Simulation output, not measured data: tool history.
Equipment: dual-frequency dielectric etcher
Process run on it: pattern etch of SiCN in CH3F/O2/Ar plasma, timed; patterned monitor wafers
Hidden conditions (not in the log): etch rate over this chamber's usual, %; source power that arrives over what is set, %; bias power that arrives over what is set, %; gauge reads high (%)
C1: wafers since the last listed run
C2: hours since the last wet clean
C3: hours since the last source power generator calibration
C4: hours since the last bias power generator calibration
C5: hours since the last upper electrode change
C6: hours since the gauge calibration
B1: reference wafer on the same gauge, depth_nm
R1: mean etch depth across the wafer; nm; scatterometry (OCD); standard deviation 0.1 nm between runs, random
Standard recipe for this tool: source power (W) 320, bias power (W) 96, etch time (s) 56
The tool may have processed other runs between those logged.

run 1 hour=0 | source_power_(W)=320 bias_power_(W)=96 etch_time_(s)=56 | C1=0 C2=378.6 C3=4582.4 C4=4409.5 C5=2451.8 C6=160.8 | B1=23.82 | R1=24.41
run 2 hour=35.2 | source_power_(W)=320 bias_power_(W)=96 etch_time_(s)=56 | C1=495 C2=413.8 C3=4617.6 C4=4444.7 C5=2487 C6=196 | B1=23.81 | R1=24.46
run 3 hour=69.8 | source_power_(W)=320 bias_power_(W)=96 etch_time_(s)=56 | C1=487 C2=448.4 C3=4652.2 C4=4479.3 C5=2521.6 C6=230.6 | B1=23.79 | R1=24.39
run 4 hour=88.3 | source_power_(W)=320 bias_power_(W)=96 etch_time_(s)=56 | C1=260 C2=466.9 C3=4670.7 C4=4497.8 C5=2540.1 C6=249.1 | B1=23.8 | R1=24.35
run 5 hour=104.5 | source_power_(W)=320 bias_power_(W)=96 etch_time_(s)=56 | C1=228 C2=483.1 C3=4686.9 C4=4514 C5=2556.3 C6=265.3 | B1=23.8 | R1=24.51
run 6 hour=119.7 | source_power_(W)=320 bias_power_(W)=96 etch_time_(s)=56 | C1=214 C2=498.3 C3=4702.1 C4=4529.2 C5=2571.5 C6=280.5 | B1=23.81 | R1=24.63
run 7 hour=140.1 | source_power_(W)=320 bias_power_(W)=96 etch_time_(s)=56 | C1=287 C2=518.7 C3=4722.5 C4=4549.6 C5=2591.9 C6=300.9 | B1=23.81 | R1=24.6
run 8 hour=152.9 | source_power_(W)=320 bias_power_(W)=96 etch_time_(s)=56 | C1=180 C2=531.5 C3=4735.3 C4=4562.4 C5=2604.7 C6=313.7 | B1=23.82 | R1=24.74
run 9 hour=186.7 | source_power_(W)=320 bias_power_(W)=96 etch_time_(s)=56 | C1=475 C2=565.3 C3=4769.1 C4=4596.2 C5=2638.5 C6=347.5 | B1=23.82 | R1=24.5
run 10 hour=216.7 | source_power_(W)=320 bias_power_(W)=96 etch_time_(s)=56 | C1=422 C2=595.3 C3=4799.1 C4=4626.2 C5=2668.5 C6=377.5 | B1=23.8 | R1=24.54
-- hour=254.7 wet clean of the chamber
run 11 hour=255.2 | source_power_(W)=320 bias_power_(W)=96 etch_time_(s)=56 | C1=204 C2=0.5 C3=4837.6 C4=4664.7 C5=2707 C6=416 | B1=23.77 | R1=25
run 12 hour=263.6 | source_power_(W)=320 bias_power_(W)=96 etch_time_(s)=56 | C1=118 C2=8.9 C3=4846 C4=4673.1 C5=2715.4 C6=424.4 | B1=23.8 | R1=24.92
-- hour=272.3 bias power generator calibrated
run 13 hour=277 | source_power_(W)=280 bias_power_(W)=96 etch_time_(s)=56 | C1=132 C2=22.3 C3=4859.4 C4=4.7 C5=2728.8 C6=437.8 | B1=23.81 | R1=23.97
-- hour=293.7 gauge calibrated
run 14 hour=294.8 | source_power_(W)=280 bias_power_(W)=96 etch_time_(s)=56 | C1=250 C2=40.1 C3=4877.2 C4=22.5 C5=2746.6 C6=1.1 | B1=23.8 | R1=24.13
run 15 hour=355.7 | source_power_(W)=280 bias_power_(W)=96 etch_time_(s)=56 | C1=857 C2=101 C3=4938.1 C4=83.4 C5=2807.5 C6=62 | B1=23.82 | R1=24.11
-- hour=398 wet clean of the chamber, repeated, since the last time left the tool worse
-- hour=415.2 upper electrode replaced
run 16 hour=415.7 | source_power_(W)=320 bias_power_(W)=96 etch_time_(s)=56 | C1=265 C2=17.7 C3=4998.1 C4=143.4 C5=0.5 C6=122 | B1=23.81 | R1=23.99
run 17 hour=416 | source_power_(W)=320 bias_power_(W)=96 etch_time_(s)=56 | C1=4 C2=18 C3=4998.4 C4=143.7 C5=0.8 C6=122.3 | B1=23.8 | R1=24.04
run 18 hour=440.4 | source_power_(W)=320 bias_power_(W)=96 etch_time_(s)=56 | C1=343 C2=42.4 C3=5022.8 C4=168.1 C5=25.2 C6=146.7 | B1=23.81 | R1=24.09
run 19 hour=476.1 | source_power_(W)=340 bias_power_(W)=110 etch_time_(s)=56 | C1=502 C2=78.1 C3=5058.5 C4=203.8 C5=60.9 C6=182.4 | B1=23.81 | R1=25.71
run 20 hour=493.4 | source_power_(W)=320 bias_power_(W)=96 etch_time_(s)=56 | C1=243 C2=95.4 C3=5075.8 C4=221.1 C5=78.2 C6=199.7 | B1=23.8 | R1=24.16
-- hour=501.8 source power generator calibrated
run 21 hour=523.4 | source_power_(W)=290 bias_power_(W)=87 etch_time_(s)=44.5 | C1=366 C2=125.4 C3=21.6 C4=251.1 C5=108.2 C6=229.7 | B1=23.81 | R1=18.29
run 22 hour=547.8 | source_power_(W)=360 bias_power_(W)=96 etch_time_(s)=56 | C1=343 C2=149.8 C3=46 C4=275.5 C5=132.6 C6=254.1 | B1=23.82 | R1=24.93
run 23 hour=561.1 | source_power_(W)=320 bias_power_(W)=96 etch_time_(s)=56 | C1=187 C2=163.1 C3=59.3 C4=288.8 C5=145.9 C6=267.4 | B1=23.81 | R1=24.26
run 24 hour=585.1 | source_power_(W)=260 bias_power_(W)=73 etch_time_(s)=50 | C1=337 C2=187.1 C3=83.3 C4=312.8 C5=169.9 C6=291.4 | B1=23.78 | R1=18.71
run 25 hour=604.3 | source_power_(W)=390 bias_power_(W)=115 etch_time_(s)=56 | C1=270 C2=206.3 C3=102.5 C4=332 C5=189.1 C6=310.6 | B1=23.78 | R1=27.13
run 26 hour=620.8 | source_power_(W)=370 bias_power_(W)=96 etch_time_(s)=42.5 | C1=232 C2=222.8 C3=119 C4=348.5 C5=205.6 C6=327.1 | B1=23.79 | R1=19.03
run 27 hour=648.7 | source_power_(W)=320 bias_power_(W)=106 etch_time_(s)=56 | C1=392 C2=250.7 C3=146.9 C4=376.4 C5=233.5 C6=355 | B1=23.79 | R1=25.18
run 28 hour=662.4 | source_power_(W)=300 bias_power_(W)=111 etch_time_(s)=48 | C1=192 C2=264.4 C3=160.6 C4=390.1 C5=247.2 C6=368.7 | B1=23.79 | R1=21.51
-- hour=672.9 gauge calibrated
run 29 hour=683.7 | source_power_(W)=320 bias_power_(W)=82 etch_time_(s)=42.5 | C1=299 C2=285.7 C3=181.9 C4=411.4 C5=268.5 C6=10.8 | B1=23.8 | R1=17.56
run 30 hour=705.3 | source_power_(W)=320 bias_power_(W)=119 etch_time_(s)=63.5 | C1=304 C2=307.3 C3=203.5 C4=433 C5=290.1 C6=32.4 | B1=23.81 | R1=29.82

Entry by entry between the runs, the difference in hidden state between the last listed run before and the first listed run after:
Logged between run 10 and run 11: wet clean of the chamber (hour 254.7)
  etch rate over this chamber's usual, %: 2.13 -> 3.52
  measured less the result without the state, R1: +0.52 -> +0.85 nm
Logged between run 12 and run 13: bias power generator calibrated (hour 272.3)
  etch rate over this chamber's usual, %: 3.55 -> 3.6
  measured less the result without the state, R1: +0.85 -> +0.83 nm
Logged between run 13 and run 14: gauge calibrated (hour 293.7)
  etch rate over this chamber's usual, %: 3.6 -> 3.67
  measured less the result without the state, R1: +0.83 -> +0.86 nm
Logged between run 15 and run 16: wet clean of the chamber, repeated, since the last time left the tool worse (hour 398); upper electrode replaced (hour 415.2)
  etch rate over this chamber's usual, %: 3.92 -> -0.206
  measured less the result without the state, R1: +0.91 -> -0.05 nm
Logged between run 20 and run 21: source power generator calibrated (hour 501.8)
  etch rate over this chamber's usual, %: 0.105 -> 0.224
  measured less the result without the state, R1: +0.02 -> +0.04 nm
Logged between run 28 and run 29: gauge calibrated (hour 672.9)
  etch rate over this chamber's usual, %: 0.779 -> 0.864
  measured less the result without the state, R1: +0.17 -> +0.15 nm
